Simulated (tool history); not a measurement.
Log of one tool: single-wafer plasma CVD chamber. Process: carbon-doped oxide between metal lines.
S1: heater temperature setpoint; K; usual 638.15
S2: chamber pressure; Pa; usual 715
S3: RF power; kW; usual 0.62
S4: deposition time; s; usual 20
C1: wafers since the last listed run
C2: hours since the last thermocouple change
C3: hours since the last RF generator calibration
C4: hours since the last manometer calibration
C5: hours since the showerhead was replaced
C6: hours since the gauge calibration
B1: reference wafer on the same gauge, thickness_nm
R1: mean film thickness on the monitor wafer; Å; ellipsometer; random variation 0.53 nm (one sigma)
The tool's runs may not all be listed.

{"run": 1, "day": 0.0, "S1": 638.15, "S2": 715, "S3": 0.62, "S4": 20, "C1": 0, "C2": 2759.5, "C3": 2207.2, "C4": 1357.8, "C5": 2809.8, "C6": 110.6, "B1": 109.164, "R1": 1131.63}
{"run": 2, "day": 1.138, "S1": 638.15, "S2": 715, "S3": 0.62, "S4": 20, "C1": 767, "C2": 2786.8, "C3": 2234.5, "C4": 1385.1, "C5": 2837.1, "C6": 137.9, "B1": 109.007, "R1": 1139.18}
{"day": 1.6, "done": "thermocouple changed; heater temperature recalibrated"}
{"run": 3, "day": 4.108, "S1": 638.15, "S2": 715, "S3": 0.62, "S4": 18.6, "C1": 1779, "C2": 60.2, "C3": 2305.8, "C4": 1456.4, "C5": 2908.4, "C6": 209.2, "B1": 108.762, "R1": 1050.51}
{"run": 4, "day": 5.121, "S1": 647.15, "S2": 715, "S3": 0.62, "S4": 20, "C1": 683, "C2": 84.5, "C3": 2330.1, "C4": 1480.7, "C5": 2932.7, "C6": 233.5, "B1": 108.841, "R1": 1112.17}
{"run": 5, "day": 6.533, "S1": 638.15, "S2": 785, "S3": 0.685, "S4": 16.8, "C1": 953, "C2": 118.4, "C3": 2364, "C4": 1514.6, "C5": 2966.6, "C6": 267.4, "B1": 108.964, "R1": 1008.58}
{"run": 6, "day": 7.467, "S1": 632.15, "S2": 715, "S3": 0.69, "S4": 21, "C1": 629, "C2": 140.8, "C3": 2386.4, "C4": 1537, "C5": 2989, "C6": 289.8, "B1": 108.753, "R1": 1266.26}
{"run": 7, "day": 8.738, "S1": 638.15, "S2": 715, "S3": 0.745, "S4": 22, "C1": 857, "C2": 171.3, "C3": 2416.9, "C4": 1567.5, "C5": 3019.5, "C6": 320.3, "B1": 108.824, "R1": 1360.41}
{"run": 8, "day": 9.338, "S1": 638.15, "S2": 537, "S3": 0.62, "S4": 20, "C1": 404, "C2": 185.7, "C3": 2431.3, "C4": 1581.9, "C5": 3033.9, "C6": 334.7, "B1": 109.108, "R1": 1098.96}
{"day": 10.108, "done": "capacitance manometer re-zeroed and calibrated"}
{"run": 9, "day": 10.788, "S1": 646.15, "S2": 715, "S3": 0.62, "S4": 20, "C1": 753, "C2": 220.5, "C3": 2466.1, "C4": 16.3, "C5": 3068.7, "C6": 369.5, "B1": 109.008, "R1": 1098.86}
{"day": 12.004, "done": "RF generator calibrated"}
{"run": 10, "day": 12.025, "S1": 638.15, "S2": 715, "S3": 0.62, "S4": 20, "C1": 610, "C2": 250.2, "C3": 0.5, "C4": 46, "C5": 3098.4, "C6": 399.2, "B1": 109.043, "R1": 1170.83}
{"day": 12.708, "done": "showerhead replaced, of another model than before"}
{"run": 11, "day": 12.75, "S1": 642.15, "S2": 887, "S3": 0.62, "S4": 22.8, "C1": 264, "C2": 267.6, "C3": 17.9, "C4": 63.4, "C5": 1, "C6": 416.6, "B1": 108.952, "R1": 1358.12}
{"run": 12, "day": 16.392, "S1": 638.15, "S2": 715, "S3": 0.62, "S4": 20, "C1": 2457, "C2": 355, "C3": 105.3, "C4": 150.8, "C5": 88.4, "C6": 504, "B1": 108.968, "R1": 1183.88}
{"run": 13, "day": 17.171, "S1": 626.15, "S2": 715, "S3": 0.62, "S4": 20, "C1": 525, "C2": 373.7, "C3": 124, "C4": 169.5, "C5": 107.1, "C6": 522.7, "B1": 109.153, "R1": 1221.26}
{"run": 14, "day": 17.817, "S1": 638.15, "S2": 715, "S3": 0.65, "S4": 20, "C1": 435, "C2": 389.2, "C3": 139.5, "C4": 185, "C5": 122.6, "C6": 538.2, "B1": 109.036, "R1": 1205.81}
{"run": 15, "day": 19.188, "S1": 626.15, "S2": 715, "S3": 0.62, "S4": 18.3, "C1": 924, "C2": 422.1, "C3": 172.4, "C4": 217.9, "C5": 155.5, "C6": 571.1, "B1": 108.965, "R1": 1118.78}
{"run": 16, "day": 20.446, "S1": 638.15, "S2": 715, "S3": 0.56, "S4": 20, "C1": 849, "C2": 452.3, "C3": 202.6, "C4": 248.1, "C5": 185.7, "C6": 601.3, "B1": 108.984, "R1": 1135.78}
{"run": 17, "day": 21.075, "S1": 638.15, "S2": 715, "S3": 0.62, "S4": 20, "C1": 424, "C2": 467.4, "C3": 217.7, "C4": 263.2, "C5": 200.8, "C6": 616.4, "B1": 109.207, "R1": 1179.32}
{"run": 18, "day": 21.662, "S1": 633.15, "S2": 715, "S3": 0.57, "S4": 17.3, "C1": 396, "C2": 481.5, "C3": 231.8, "C4": 277.3, "C5": 214.9, "C6": 630.5, "B1": 108.904, "R1": 1002.28}
{"run": 19, "day": 24.621, "S1": 638.15, "S2": 715, "S3": 0.52, "S4": 20, "C1": 1996, "C2": 552.5, "C3": 302.8, "C4": 348.3, "C5": 285.9, "C6": 701.5, "B1": 108.906, "R1": 1113.75}

The next listed run, before its measurement:
{"run": 20, "day": 26.067, "S1": 638.15, "S2": 715, "S3": 0.62, "S4": 20, "C1": 975, "C2": 587.2, "C3": 337.5, "C4": 383, "C5": 320.6, "C6": 736.2, "B1": "?", "R1": "?"}

{"run 20": {"B1": 109.054, "R1": 1184.74}}
Without the tool's hidden state the same run would have given R1 1190.11 Å.

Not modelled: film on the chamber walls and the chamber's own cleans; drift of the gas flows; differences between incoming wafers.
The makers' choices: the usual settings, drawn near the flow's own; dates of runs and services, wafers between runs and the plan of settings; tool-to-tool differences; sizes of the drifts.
